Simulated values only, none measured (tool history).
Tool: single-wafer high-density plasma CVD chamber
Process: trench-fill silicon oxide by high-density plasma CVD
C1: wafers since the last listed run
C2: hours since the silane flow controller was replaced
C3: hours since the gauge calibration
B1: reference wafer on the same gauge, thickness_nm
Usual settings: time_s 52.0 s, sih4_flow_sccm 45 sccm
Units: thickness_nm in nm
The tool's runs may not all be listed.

run 1 day=0.000 | time_s=54.5 sih4_flow_sccm=45 | C1=0 C2=4281.2 C3=7.7 | B1=232.933 | thickness_nm=253.715
run 2 day=0.867 | time_s=54.5 sih4_flow_sccm=45 | C1=321 C2=4302.0 C3=28.5 | B1=233.051 | thickness_nm=254.475
run 3 day=1.529 | time_s=52.0 sih4_flow_sccm=45 | C1=246 C2=4317.9 C3=44.4 | B1=232.966 | thickness_nm=241.904
run 4 day=2.804 | time_s=52.0 sih4_flow_sccm=45 | C1=473 C2=4348.5 C3=75.0 | B1=233.025 | thickness_nm=242.505
run 5 day=4.088 | time_s=52.0 sih4_flow_sccm=45 | C1=476 C2=4379.3 C3=105.8 | B1=233.051 | thickness_nm=241.907
run 6 day=5.475 | time_s=58.8 sih4_flow_sccm=40 | C1=515 C2=4412.6 C3=139.1 | B1=233.026 | thickness_nm=244.394
run 7 day=6.067 | time_s=52.0 sih4_flow_sccm=45 | C1=219 C2=4426.8 C3=153.3 | B1=233.078 | thickness_nm=242.949
run 8 day=7.171 | time_s=52.0 sih4_flow_sccm=45 | C1=410 C2=4453.3 C3=179.8 | B1=232.911 | thickness_nm=242.567
run 9 day=8.062 | time_s=52.0 sih4_flow_sccm=39 | C1=331 C2=4474.7 C3=201.2 | B1=233.046 | thickness_nm=210.651
-- day=8.929 silane flow controller replaced
run 10 day=8.950 | time_s=56.6 sih4_flow_sccm=51 | C1=205 C2=0.5 C3=222.5 | B1=233.003 | thickness_nm=277.304
-- day=9.117 gauge calibrated
run 11 day=9.938 | time_s=52.0 sih4_flow_sccm=45 | C1=366 C2=24.2 C3=19.7 | B1=233.040 | thickness_nm=225.221
run 12 day=10.733 | time_s=57.5 sih4_flow_sccm=48 | C1=295 C2=43.3 C3=38.8 | B1=233.027 | thickness_nm=265.481
run 13 day=11.488 | time_s=52.0 sih4_flow_sccm=45 | C1=280 C2=61.4 C3=56.9 | B1=232.973 | thickness_nm=224.691
run 14 day=12.446 | time_s=42.3 sih4_flow_sccm=40 | C1=356 C2=84.4 C3=79.9 | B1=232.978 | thickness_nm=162.643
run 15 day=13.825 | time_s=46.5 sih4_flow_sccm=39 | C1=512 C2=117.5 C3=113.0 | B1=232.988 | thickness_nm=174.731
run 16 day=15.254 | time_s=43.0 sih4_flow_sccm=41 | C1=530 C2=151.8 C3=147.3 | B1=233.003 | thickness_nm=169.989

3 ways to go on from here, each from the tool as it stands after run 16. What would each give?
run A day=15.271 | time_s=52.0 sih4_flow_sccm=45 | C1=6 C2=152.2 C3=147.7 | B1=? | thickness_nm=?
run B day=15.271 | time_s=49.4 sih4_flow_sccm=39 | C1=6 C2=152.2 C3=147.7 | B1=? | thickness_nm=?
run C day=15.271 | time_s=59.2 sih4_flow_sccm=50 | C1=6 C2=152.2 C3=147.7 | B1=? | thickness_nm=?

run=A B1=233.074 thickness_nm=224.962
run=B B1=233.074 thickness_nm=185.298
run=C B1=233.074 thickness_nm=284.488
Without the tool's hidden state the same runs would have given:
run=A thickness_nm=224.826
run=B thickness_nm=185.186
run=C thickness_nm=284.317

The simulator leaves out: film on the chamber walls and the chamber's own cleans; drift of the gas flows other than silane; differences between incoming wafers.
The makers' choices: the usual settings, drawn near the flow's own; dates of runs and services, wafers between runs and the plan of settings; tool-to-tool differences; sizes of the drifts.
